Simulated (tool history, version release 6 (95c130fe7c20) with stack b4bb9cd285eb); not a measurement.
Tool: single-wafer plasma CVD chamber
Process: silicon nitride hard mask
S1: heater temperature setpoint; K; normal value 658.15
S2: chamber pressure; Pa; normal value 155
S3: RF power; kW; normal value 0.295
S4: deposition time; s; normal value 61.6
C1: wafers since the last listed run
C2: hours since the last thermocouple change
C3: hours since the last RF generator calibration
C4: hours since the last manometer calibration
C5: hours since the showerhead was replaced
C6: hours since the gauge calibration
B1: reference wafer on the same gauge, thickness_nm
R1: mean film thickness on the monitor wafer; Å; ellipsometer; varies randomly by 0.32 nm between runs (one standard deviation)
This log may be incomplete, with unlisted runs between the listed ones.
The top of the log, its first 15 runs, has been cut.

run   hour      S1   S2     S3    S4   C1      C2      C3     C4     C5     C6      B1      R1
 16  347.2  658.15  177  0.350  49.4  500  1655.9   951.5   41.4   88.3  128.4  74.559  579.21
 17  371.1  658.15  180  0.295  61.6  502  1679.8   975.4   65.3  112.2  152.3  74.619  629.36
 18  396.9  658.15  155  0.295  61.6  542  1705.6  1001.2   91.1  138.0  178.1  74.557  600.25
     430.4  -- RF generator calibrated
 19  430.9  658.15  123  0.255  69.2  546  1739.6     0.5  125.1  172.0  212.1  74.561  537.27
 20  448.6  658.15  155  0.295  61.6  372  1757.3    18.2  142.8  189.7  229.8  74.587  625.29
     457.7  -- thermocouple changed; heater temperature recalibrated
 21  475.6  658.15  155  0.265  50.3  399    17.9    45.2  169.8  216.7  256.8  74.623  458.04
 22  490.5  668.15  168  0.295  61.6  313    32.8    60.1  184.7  231.6  271.7  74.583  643.80
 23  507.4  658.15  155  0.255  61.6  355    49.7    77.0  201.6  248.5  288.6  74.544  537.46
 24  526.4  647.15  137  0.295  61.6  399    68.7    96.0  220.6  267.5  307.6  74.521  594.59
 25  560.3  658.15  155  0.295  61.6  712   102.6   129.9  254.5  301.4  341.5  74.649  621.21
 26  587.5  650.15  155  0.315  61.6  572   129.8   157.1  281.7  328.6  368.7  74.595  657.46
 27  602.3  658.15  137  0.295  65.8  311   144.6   171.9  296.5  343.4  383.5  74.613  628.44
 28  619.0  658.15  155  0.295  53.5  351   161.3   188.6  313.2  360.1  400.2  74.609  535.63
 29  648.3  658.15  155  0.295  51.1  616   190.6   217.9  342.5  389.4  429.5  74.664  510.99
 30  672.2  658.15  155  0.345  61.6  502   214.5   241.8  366.4  413.3  453.4  74.595  709.27

3 ways to go on from here, each from the tool as it stands after run 30. What would each give?
  A  672.6  658.15  155  0.295  61.6   8  214.9  242.2  366.8  413.7  453.8   ?   ?
  B  672.6  654.15  141  0.355  53.6   8  214.9  242.2  366.8  413.7  453.8   ?   ?
  C  672.6  653.15  143  0.345  69.6   8  214.9  242.2  366.8  413.7  453.8   ?   ?

run      B1      R1
  A  74.610  617.69
  B  74.610  605.05
  C  74.610  771.23
Without the tool's hidden state the same runs would have given:
run      R1
  A  633.45
  B  619.34
  C  789.45
